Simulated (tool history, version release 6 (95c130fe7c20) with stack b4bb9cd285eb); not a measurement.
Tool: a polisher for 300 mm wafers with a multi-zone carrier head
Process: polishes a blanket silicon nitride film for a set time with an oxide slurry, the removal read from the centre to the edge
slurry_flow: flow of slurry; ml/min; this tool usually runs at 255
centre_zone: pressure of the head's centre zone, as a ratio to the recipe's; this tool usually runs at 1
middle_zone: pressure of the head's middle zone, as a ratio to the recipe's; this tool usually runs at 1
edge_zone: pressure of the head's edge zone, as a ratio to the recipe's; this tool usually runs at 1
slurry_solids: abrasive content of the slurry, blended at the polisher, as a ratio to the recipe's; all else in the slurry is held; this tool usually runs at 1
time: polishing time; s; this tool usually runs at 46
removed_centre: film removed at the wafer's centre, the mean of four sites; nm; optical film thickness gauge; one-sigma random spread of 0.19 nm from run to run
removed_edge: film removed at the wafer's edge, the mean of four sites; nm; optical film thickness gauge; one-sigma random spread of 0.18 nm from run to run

run   hour  slurry_flow  centre_zone  middle_zone  edge_zone  slurry_solids  time  wafers since the last listed run  wafers polished on this pad  hours since the slurry nozzle was cleaned  hours since the centre zone pressure was calibrated  hours since the edge zone pressure was calibrated  hours since the carrier head's membrane was replaced  incoming thickness of the incoming film, nm  removed_centre  removed_edge
  1      0          255            1            1          1              1    46                                 0                         3192                                      432.8                                                448.3                                              449.8                                                1387.4                                        334.7            23.3          23.7
       0.1  -- worn pad replaced by a new one
  2   45.8          255            1            1          1              1    46                               743                          743                                      478.6                                                494.1                                              495.6                                                1433.2                                        339.2            23.2          23.8
  3  114.4          255            1            1          1              1    46                              1115                         1858                                      547.2                                                562.7                                              564.2                                                1501.8                                        334.9              23          23.9
  4  149.2          255            1         0.91          1              1    46                               565                         2424                                        582                                                597.5                                                599                                                1536.6                                        344.6            22.7            24
     153.1  -- edge zone pressure recalibrated
  5  182.4          255            1         0.91          1              1    46                               507                         2931                                      615.2                                                630.7                                               29.3                                                1569.8                                        342.7            22.8          24.3
     219.7  -- worn pad replaced by a new one
  6  234.4          255            1         0.91          1              1    46                               780                          239                                      667.2                                                682.7                                               81.3                                                1621.8                                        338.5            22.6          24.2
     326.5  -- centre zone pressure recalibrated
     358.3  -- slurry nozzle cleaned
  7  362.1          255            1            1          1              1    46                              2027                         2266                                        3.8                                                 35.6                                                209                                                1749.5                                        337.8            23.9          23.8
  8  395.9          255            1            1          1              1    46                               549                         2815                                       37.6                                                 69.4                                              242.8                                                1783.3                                        342.4            23.9          24.4
     429.6  -- worn pad replaced by a new one
  9  455.8          230         0.93         1.09          1            0.8    46                               908                          425                                       97.5                                                129.3                                              302.7                                                1843.2                                        337.4            19.6          20.7
     469.6  -- carrier head's membrane replaced by a new one
 10  516.7          255            1            1          1              1    46                               908                         1334                                      158.4                                                190.2                                              363.6                                                  47.1                                        343.6            23.5            24
 11  544.3          255            1            1       0.96              1    46                               448                         1782                                        186                                                217.8                                              391.2                                                  74.7                                        337.2            23.3          23.4
 12  612.8          255            1         1.09          1           0.85    46                              1113                         2896                                      254.5                                                286.3                                              459.7                                                 143.2                                        338.7            21.6          21.7
     652.3  -- worn pad replaced by a new one
     692.8  -- edge zone pressure recalibrated
 13  816.4          255         0.95            1          1              1    46                              3212                         2635                                      458.1                                                489.9                                              123.6                                                 346.8                                          339            22.1          24.1
     842.9  -- worn pad replaced by a new one
 14  872.5          290         0.89            1          1              1    46                               847                          481                                      514.2                                                  546                                              179.7                                                 402.9                                        336.8            21.1            24
 15  938.4          255            1            1          1              1    46                              1071                         1552                                      580.1                                                611.9                                              245.6                                                 468.8                                        342.9            23.1          24.1
     985.7  -- centre zone pressure recalibrated
 16  991.6          255            1         0.95       0.93            0.8    55                               832                         2385                                      633.3                                                  5.9                                              298.8                                                   522                                        343.9            25.1          24.2
     1049.8  -- worn pad replaced by a new one
 17   1054          255            1          1.1          1              1    46                               949                           68                                      695.7                                                 68.3                                              361.2                                                 584.4                                        341.4            23.3          23.7

Here are 5 independent what-if runs from the current tool condition. What would each one return?
  A  1054.4          255         1.09            1          1              1    46                                 6                           75                                      696.1                                                 68.7                                              361.6                                                 584.8                                        343.3               ?             ?
  B  1054.4          255         1.11            1       0.88              1    46                                 6                           75                                      696.1                                                 68.7                                              361.6                                                 584.8                                        343.3               ?             ?
  C  1054.4          180         1.04            1          1              1    39                                 6                           75                                      696.1                                                 68.7                                              361.6                                                 584.8                                        343.3               ?             ?
  D  1054.4          300            1         0.91          1              1    51                                 6                           75                                      696.1                                                 68.7                                              361.6                                                 584.8                                        343.3               ?             ?
  E  1054.4          255            1            1       0.95              1    46                                 6                           75                                      696.1                                                 68.7                                              361.6                                                 584.8                                        343.3               ?             ?

run  removed_centre  removed_edge
  A            25.6          23.9
  B              26          22.5
  C            19.6          19.5
  D            26.9          26.9
  E            23.8          23.3
Without the tool's hidden state the same runs would have given:
run  removed_centre  removed_edge
  A            25.9          23.9
  B            26.3          22.5
  C            19.9          19.5
  D            27.3          26.9
  E            24.1          23.3
